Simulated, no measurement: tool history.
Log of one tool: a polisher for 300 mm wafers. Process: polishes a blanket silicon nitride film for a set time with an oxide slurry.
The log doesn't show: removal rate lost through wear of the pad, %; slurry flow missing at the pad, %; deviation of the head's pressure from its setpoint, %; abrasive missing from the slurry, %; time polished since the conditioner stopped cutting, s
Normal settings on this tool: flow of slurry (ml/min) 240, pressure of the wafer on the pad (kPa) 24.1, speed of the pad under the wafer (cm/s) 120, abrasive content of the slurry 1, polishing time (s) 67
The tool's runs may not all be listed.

run,hour,flow of slurry (ml/min),pressure of the wafer on the pad (kPa),speed of the pad under the wafer (cm/s),abrasive content of the slurry,polishing time (s),wafers since the last listed run,wafers polished on this pad,hours since the slurry nozzle was cleaned,hours since the head pressure was calibrated,hours since the slurry blender was calibrated,hours since the conditioning disc was replaced,"incoming thickness of the incoming film, nm",film removed (angstrom)
1,0,240,19.3,120,1,67,0,300,374.4,114.9,338.7,74.1,570.5,367
# hour 8.7: slurry nozzle cleaned
2,32.6,240,19.3,120,1,67,188,488,23.9,147.5,371.3,106.7,550.1,367
3,46.1,240,24.1,120,1.15,67,80,569,37.4,161,384.8,120.2,559,468
4,78.5,240,24.1,120,1.15,67,193,763,69.8,193.4,417.2,152.6,561.6,479
5,106.2,240,24.1,120,1.15,67,165,928,97.5,221.1,444.9,180.3,566.1,473
# hour 148.2: slurry blender recalibrated
# hour 160.5: worn pad replaced by a new one
6,161,240,26.2,120,0.85,67,291,3,152.3,275.9,12.8,235.1,558.7,445
7,173.3,240,24.1,120,1.2,67,73,76,164.6,288.2,25.1,247.4,564.2,472
8,186.3,295,24.1,120,1,67,77,154,177.6,301.2,38.1,260.4,562.7,444
9,216,295,24.1,120,1,67,177,331,207.3,330.9,67.8,290.1,561.1,446
10,231.1,295,24.1,120,1,67,90,422,222.4,346,82.9,305.2,561.2,452
11,254.3,190,24.1,120,1,88,138,560,245.6,369.2,106.1,328.4,558.1,584
# hour 275.4: head pressure recalibrated
12,276.1,240,24.1,146,1.15,67,118,679,267.4,0.7,127.9,350.2,557.9,514
# hour 348.3: worn pad replaced by a new one
13,351.8,240,24.1,120,1,67,428,21,343.1,76.4,203.6,425.9,557.7,433
14,365.7,240,24.1,120,1,67,83,104,357,90.3,217.5,439.8,561.2,440
# hour 369.8: slurry nozzle cleaned
15,381.2,240,24.1,120,1.25,67,86,190,11.4,105.8,233,455.3,559,459
16,463.4,240,24.1,120,1,50,491,682,93.6,188,315.2,537.5,549.5,316
17,486.3,315,24.1,120,1,67,136,819,116.5,210.9,338.1,560.4,562.6,439
18,517.5,240,24.1,120,0.9,83,186,1005,147.7,242.1,369.3,591.6,567,520
# hour 531.7: worn pad replaced by a new one
19,545,175,24.1,120,1,67,140,79,175.2,269.6,396.8,619.1,564.3,411
# hour 564.5: conditioning disc replaced and pad reconditioned
# hour 572.9: slurry blender recalibrated
20,573.4,240,24.1,120,0.9,89,145,225,203.6,298,0.5,8.9,559.7,606
21,600.4,240,24.1,146,1.15,67,161,386,230.6,325,27.5,35.9,570.5,565
22,614.2,205,26.9,120,1,67,82,469,244.4,338.8,41.3,49.7,558.1,515
23,645,195,17.2,148,0.8,67,184,653,275.2,369.6,72.1,80.5,554.3,347
# hour 660.2: head pressure recalibrated
# hour 713.2: worn pad replaced by a new one
# hour 730.7: slurry nozzle cleaned
24,734.2,205,24.1,160,1,56,491,119,3.5,74,161.3,169.7,557,463
25,756.9,240,24.1,120,0.8,67,135,255,26.2,96.7,184,192.4,566.7,413
26,788.7,240,29.6,92,1.1,77,190,445,58,128.5,215.8,224.2,561.2,539

A few steps of film removed (angstrom) between consecutive runs. Split each: what settings, incoming material and random variation would produce without the hidden state, and what is left over for the hidden state, along with gauge scatter present in only one of the two compared results (measured, and without hidden state):
Run 16 -> 17: flow of slurry (ml/min) 240 -> 315, polishing time (s) 50 -> 67. film removed (angstrom) +123: hidden state -13, all else +136.
Run 19 -> 20: flow of slurry (ml/min) 175 -> 240, abrasive content of the slurry 1 -> 0.9, polishing time (s) 67 -> 89, conditioning disc replaced and pad reconditioned, slurry blender recalibrated. film removed (angstrom) +195: hidden state +37, all else +158.
Run 22 -> 23: flow of slurry (ml/min) 205 -> 195, pressure of the wafer on the pad (kPa) 26.9 -> 17.2, speed of the pad under the wafer (cm/s) 120 -> 148, abrasive content of the slurry 1 -> 0.8. film removed (angstrom) -168: hidden state +2, all else -170.
